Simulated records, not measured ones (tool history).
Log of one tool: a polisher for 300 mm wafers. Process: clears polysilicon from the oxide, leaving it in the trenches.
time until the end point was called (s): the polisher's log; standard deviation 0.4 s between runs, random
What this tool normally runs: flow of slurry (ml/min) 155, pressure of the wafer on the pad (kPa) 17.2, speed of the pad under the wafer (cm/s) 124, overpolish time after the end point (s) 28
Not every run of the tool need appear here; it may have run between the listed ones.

run   hour  flow of slurry (ml/min)  pressure of the wafer on the pad (kPa)  speed of the pad under the wafer (cm/s)  overpolish time after the end point (s)  wafers since the last listed run  wafers polished on this pad  hours since the slurry nozzle was cleaned  hours since the head pressure was calibrated  incoming thickness of the incoming film, nm  time until the end point was called (s)
  1      0                      170                                    17.2                                      124                                       28                                 0                          625                                      300.7                                          11.3                                        590.1                                     37.1
  2   23.2                      170                                    17.2                                      124                                       28                               314                          939                                      323.9                                          34.5                                        587.5                                     36.6
  3   46.6                      170                                    17.2                                      124                                       28                               316                         1256                                      347.3                                          57.9                                          589                                     36.8
  4   64.8                      155                                    17.2                                      124                                       28                               246                         1502                                      365.5                                          76.1                                        592.2                                     37.6
  5     82                      155                                    17.2                                      124                                       28                               232                         1735                                      382.7                                          93.3                                        597.5                                       38
     127.1  -- worn pad replaced by a new one
  6  185.7                      155                                    17.2                                      124                                       28                              1350                          793                                      486.4                                           197                                        581.2                                     37.5
  7  212.8                      195                                    17.2                                      124                                       28                               367                         1160                                      513.5                                         224.1                                        591.1                                     37.5
  8  288.2                      195                                    17.2                                      124                                       28                              1021                         2182                                      588.9                                         299.5                                        586.2                                     38.5
     305.7  -- worn pad replaced by a new one
  9  316.3                      130                                    17.2                                      124                                       28                               326                          144                                        617                                         327.6                                        593.7                                     41.5
     325.5  -- head pressure recalibrated
 10  350.9                      130                                    17.2                                      124                                       28                               441                          585                                      651.6                                          25.4                                        587.9                                     37.6
 11  384.8                      130                                    17.2                                      124                                       28                               459                         1044                                      685.5                                          59.3                                        596.4                                     39.1
 12    406                      155                                    17.2                                      124                                       34                               287                         1331                                      706.7                                          80.5                                        601.6                                     38.4
 13    424                      155                                    17.2                                      124                                       34                               243                         1575                                      724.7                                          98.5                                        584.2                                     36.7
 14  441.6                      155                                    17.2                                      124                                       34                               238                         1813                                      742.3                                         116.1                                        590.9                                     37.5
     466.3  -- worn pad replaced by a new one
 15  471.1                      155                                    13.1                                      124                                       28                               345                           65                                      771.8                                         145.6                                        589.2                                     43.9
 16  500.5                      185                                    15.9                                       82                                       35                               398                          463                                      801.2                                           175                                        602.2                                     59.1
 17  524.4                      155                                    17.2                                      124                                       28                               323                          787                                      825.1                                         198.9                                        596.8                                       39
 18    538                      155                                    12.4                                      124                                       28                               184                          971                                      838.7                                         212.5                                        592.9                                     46.7
 19    573                      130                                    17.2                                      100                                       28                               474                         1445                                      873.7                                         247.5                                          584                                       49
 20  587.4                      155                                    17.2                                      124                                       28                               195                         1640                                      888.1                                         261.9                                        580.8                                     38.4
     591.7  -- slurry nozzle cleaned
       620  -- worn pad replaced by a new one
 21  620.5                      155                                    17.2                                      124                                       28                               380                            7                                       28.8                                           295                                        593.1                                     39.6
 22  647.1                      115                                    13.1                                      160                                       34                               360                          367                                       55.4                                         321.6                                        583.1                                     37.7
 23  660.6                      155                                    17.2                                      162                                       28                               182                          550                                       68.9                                         335.1                                        594.4                                     30.6
     674.5  -- head pressure recalibrated
 24  689.1                      155                                    17.2                                      108                                       17                               358                          909                                       97.4                                          14.6                                        588.7                                     42.3
 25  719.7                      155                                    17.2                                      124                                       28                               414                         1323                                        128                                          45.2                                        594.5                                       37
 26  744.9                      205                                    20.7                                       84                                       18                               341                         1665                                      153.2                                          70.4                                        580.7                                     46.3
 27    776                      155                                    17.2                                      124                                       28                               421                         2086                                      184.3                                         101.5                                        591.4                                     37.3
 28  792.8                      200                                    21.4                                      124                                       28                               227                         2313                                      201.1                                         118.3                                        585.1                                     30.9
     802.6  -- worn pad replaced by a new one
 29  805.5                      190                                    13.1                                      124                                       28                               117                           38                                      213.8                                           131                                        592.5                                     43.2

The logged runs with the hidden state left out (each run's random variation unchanged):
Unlogged tool condition in this case: removal rate lost through wear of the pad, %; slurry flow missing at the pad, %; deviation of the head's pressure from its setpoint, %.
run  time until the end point was called (s)
  1                                     37.3
  2                                     36.8
  3                                     36.9
  4                                     37.6
  5                                     37.9
  6                                     36.6
  7                                     36.3
  8                                     36.1
  9                                     38.4
 10                                     37.8
 11                                     39.2
 12                                     38.4
 13                                     36.5
 14                                     37.2
 15                                     43.4
 16                                       58
 17                                       38
 18                                     45.3
 19                                       47
 20                                     36.6
 21                                     37.2
 22                                       35
 23                                     28.2
 24                                     42.7
 25                                     37.3
 26                                     46.6
 27                                     37.4
 28                                     30.9
 29                                     43.1
